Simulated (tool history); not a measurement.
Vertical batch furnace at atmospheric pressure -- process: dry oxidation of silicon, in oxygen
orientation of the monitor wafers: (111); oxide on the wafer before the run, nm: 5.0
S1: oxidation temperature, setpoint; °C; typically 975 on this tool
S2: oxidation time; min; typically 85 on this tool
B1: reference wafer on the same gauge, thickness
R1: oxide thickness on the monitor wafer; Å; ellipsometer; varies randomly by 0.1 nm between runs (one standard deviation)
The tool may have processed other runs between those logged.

Run 1, day 0: usual settings; B1 78.21. Result: R1 701.8 Å.
Run 2, day 0.704: usual settings; B1 78.23. Result: R1 703.6 Å.
Run 3, day 1.733: usual settings; B1 78.22. Result: R1 703.5 Å.
At day 2.604: gauge calibrated.
Run 4, day 3.142: usual settings; B1 78.18. Result: R1 701.7 Å.
Run 5, day 3.658: usual settings; B1 78.2. Result: R1 703.1 Å.
Run 6, day 4.588: usual settings; B1 78.22. Result: R1 701.7 Å.
Run 7, day 5.642: usual settings; B1 78.13. Result: R1 702.7 Å.
Run 8, day 6.175: usual settings but S1 989 °C; B1 78.2. Result: R1 776.2 Å.
Run 9, day 7.429: usual settings but S1 989 °C; B1 78.24. Result: R1 773.7 Å.
Run 10, day 8.858: usual settings but S1 989 °C; B1 78.24. Result: R1 773.6 Å.
Run 11, day 9.538: usual settings; B1 78.22. Result: R1 701 Å.
At day 12.862: thermocouples replaced and temperature profile calibrated.
Run 12, day 13.825: usual settings; B1 78.24. Result: R1 681.2 Å.
Run 13, day 14.983: usual settings but S2 57 min; B1 78.17. Result: R1 523.8 Å.
Run 14, day 15.646: usual settings; B1 78.2. Result: R1 682.1 Å.
Run 15, day 17.325: usual settings but S2 61 min; B1 78.25. Result: R1 548.4 Å.

What will run 16 give?
Run 16, day 18.033: usual settings but S2 67 min; B1 ?. Result: R1 ?.

{"run 16": {"B1": 78.22, "R1": 581.9}}
The same run, on a tool lacking any hidden state, would have yielded R1 577.3 Å.

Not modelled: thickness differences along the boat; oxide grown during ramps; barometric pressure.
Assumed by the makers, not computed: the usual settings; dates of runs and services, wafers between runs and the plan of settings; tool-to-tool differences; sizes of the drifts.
